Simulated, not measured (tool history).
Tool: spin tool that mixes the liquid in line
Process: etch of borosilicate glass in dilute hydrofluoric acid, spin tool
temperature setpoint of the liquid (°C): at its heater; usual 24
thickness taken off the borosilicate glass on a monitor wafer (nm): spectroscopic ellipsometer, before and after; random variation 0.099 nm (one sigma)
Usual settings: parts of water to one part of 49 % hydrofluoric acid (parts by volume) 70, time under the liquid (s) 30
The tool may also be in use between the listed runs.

run   hour  temperature setpoint of the liquid (°C)  parts of water to one part of 49 % hydrofluoric acid (parts by volume)  time under the liquid (s)  read-back film thickness of the borosilicate glass reference wafer, read on the same gauge (nm)  thickness taken off the borosilicate glass on a monitor wafer (nm)
  1      0                                       24                                                                      70                         30                                                                                            89.98                                                                  12
  2   49.2                                       24                                                                      70                         30                                                                                               90                                                                11.7
  3  119.6                                       24                                                                      70                         30                                                                                            89.95                                                               11.79
  4  156.9                                       24                                                                      70                         30                                                                                            90.02                                                               11.52
  5  211.9                                       24                                                                      70                         30                                                                                            89.96                                                               11.73
  6  272.8                                       23                                                                      70                         30                                                                                            89.99                                                               11.16
  7  310.9                                       24                                                                      70                         40                                                                                            90.01                                                               15.16
     336.2  -- hydrofluoric acid flow meter replaced
  8  336.7                                       24                                                                      70                         30                                                                                            90.02                                                               12.68

The next listed run, before its measurement:
  9  372.9                                       24                                                                      55                         30                                                                                                ?                                                                   ?

Run 9 gave read-back film thickness of the borosilicate glass reference wafer, read on the same gauge (nm) 89.99, thickness taken off the borosilicate glass on a monitor wafer (nm) 16.54.
Without the tool's hidden state the same run would have given thickness taken off the borosilicate glass on a monitor wafer (nm) 16.73.
